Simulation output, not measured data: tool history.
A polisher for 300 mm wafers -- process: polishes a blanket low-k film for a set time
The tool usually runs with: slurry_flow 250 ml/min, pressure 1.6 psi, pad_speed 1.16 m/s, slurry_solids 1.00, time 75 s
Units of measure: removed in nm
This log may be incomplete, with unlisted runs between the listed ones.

run	day	slurry_flow	pressure	pad_speed	slurry_solids	time	wafers since the last listed run	wafers polished on this pad	hours since the slurry nozzle was cleaned	hours since the head pressure was calibrated	hours since the slurry blender was calibrated	hours since the conditioning disc was replaced	incoming thickness of the incoming film, nm	removed
1	0.000	250	1.6	1.16	1.00	75	0	2587	6.2	211.0	363.2	119.1	312.0	25.2
2	1.167	250	1.6	1.16	1.00	75	279	2867	34.2	239.0	391.2	147.1	314.8	24.9
# day 1.471: slurry blender recalibrated
3	2.758	250	1.6	1.16	1.00	75	361	3229	72.4	277.2	30.9	185.3	305.6	24.8
# day 3.171: worn pad replaced by a new one
4	5.112	250	1.6	1.16	1.00	75	524	465	128.9	333.7	87.4	241.8	304.2	24.9
5	13.238	250	1.6	1.16	1.00	75	1948	2414	323.9	528.7	282.4	436.8	313.0	24.6
6	15.829	250	1.6	0.86	1.30	75	621	3036	386.1	590.9	344.6	499.0	312.9	22.4
# day 17.833: worn pad replaced by a new one
7	17.850	250	1.6	1.16	1.25	75	444	4	434.6	639.4	393.1	547.5	303.3	27.2
# day 18.800: slurry blender recalibrated
8	18.896	330	1.1	1.32	1.00	75	230	234	459.7	664.5	2.3	572.6	308.8	21.8
# day 19.262: slurry nozzle cleaned, repeated, since the last time left the tool worse
# day 19.429: conditioning disc replaced and pad reconditioned
9	20.146	285	1.6	1.16	1.00	91	269	504	21.2	694.5	32.3	17.2	311.5	32.6
10	25.938	285	1.1	1.16	1.25	75	1389	1893	160.2	833.5	171.3	156.2	303.5	24.1
11	28.679	250	1.6	1.16	1.00	75	657	2551	226.0	899.3	237.1	222.0	314.2	26.5
12	30.150	250	1.6	1.26	1.00	95	352	2904	261.3	934.6	272.4	257.3	310.8	35.9
13	31.296	250	1.6	1.06	1.25	52	274	3179	288.8	962.1	299.9	284.8	308.0	19.2
14	32.396	250	1.6	1.16	1.00	75	263	3442	315.2	988.5	326.3	311.2	310.0	26.6
# day 33.058: head pressure recalibrated
15	33.867	250	1.6	1.06	1.25	52	332	3775	350.5	19.4	361.6	346.5	312.7	19.4
# day 34.283: slurry blender recalibrated
# day 34.712: worn pad replaced by a new one
16	36.467	250	1.6	1.16	1.00	49	563	420	412.9	81.8	52.4	408.9	310.5	17.3
17	37.938	335	1.6	1.52	0.80	75	352	773	448.2	117.1	87.7	444.2	308.3	28.3
18	39.192	250	1.6	1.16	1.00	75	300	1074	478.3	147.2	117.8	474.3	308.3	26.0
19	41.438	250	1.6	1.16	1.10	75	538	1613	532.2	201.1	171.7	528.2	306.9	27.6
# day 42.529: conditioning disc replaced and pad reconditioned
20	44.188	250	1.6	1.16	1.00	75	639	2252	598.2	267.1	237.7	39.8	308.8	26.1
21	46.288	215	1.6	1.04	1.25	87	503	2756	648.6	317.5	288.1	90.2	308.1	30.5
# day 48.229: slurry blender recalibrated
# day 48.521: slurry nozzle cleaned
22	49.267	250	1.6	0.86	1.20	75	684	3441	17.9	389.0	24.9	161.7	311.5	23.6
23	51.433	250	1.6	1.16	1.00	75	519	3960	69.9	441.0	76.9	213.7	308.0	26.5
# day 52.017: worn pad replaced by a new one
24	54.275	250	1.6	1.16	0.80	75	641	541	138.1	509.2	145.1	281.9	308.8	22.6

Forecast each of these 5 alternatives for the next run:
A	54.292	250	1.6	1.16	1.00	75	3	545	138.5	509.6	145.5	282.3	309.5	?
B	54.292	250	2.1	1.16	1.00	75	3	545	138.5	509.6	145.5	282.3	309.5	?
C	54.292	250	1.6	1.16	1.15	75	3	545	138.5	509.6	145.5	282.3	309.5	?
D	54.292	250	1.4	0.98	1.00	75	3	545	138.5	509.6	145.5	282.3	309.5	?
E	54.292	250	1.6	1.28	1.00	75	3	545	138.5	509.6	145.5	282.3	309.5	?

run	removed
A	26.7
B	32.4
C	28.9
D	21.6
E	28.7
The same runs, with their run-to-run variation unchanged, on a tool lacking any hidden condition would have given:
run	removed
A	26.8
B	32.5
C	29.0
D	21.6
E	28.8

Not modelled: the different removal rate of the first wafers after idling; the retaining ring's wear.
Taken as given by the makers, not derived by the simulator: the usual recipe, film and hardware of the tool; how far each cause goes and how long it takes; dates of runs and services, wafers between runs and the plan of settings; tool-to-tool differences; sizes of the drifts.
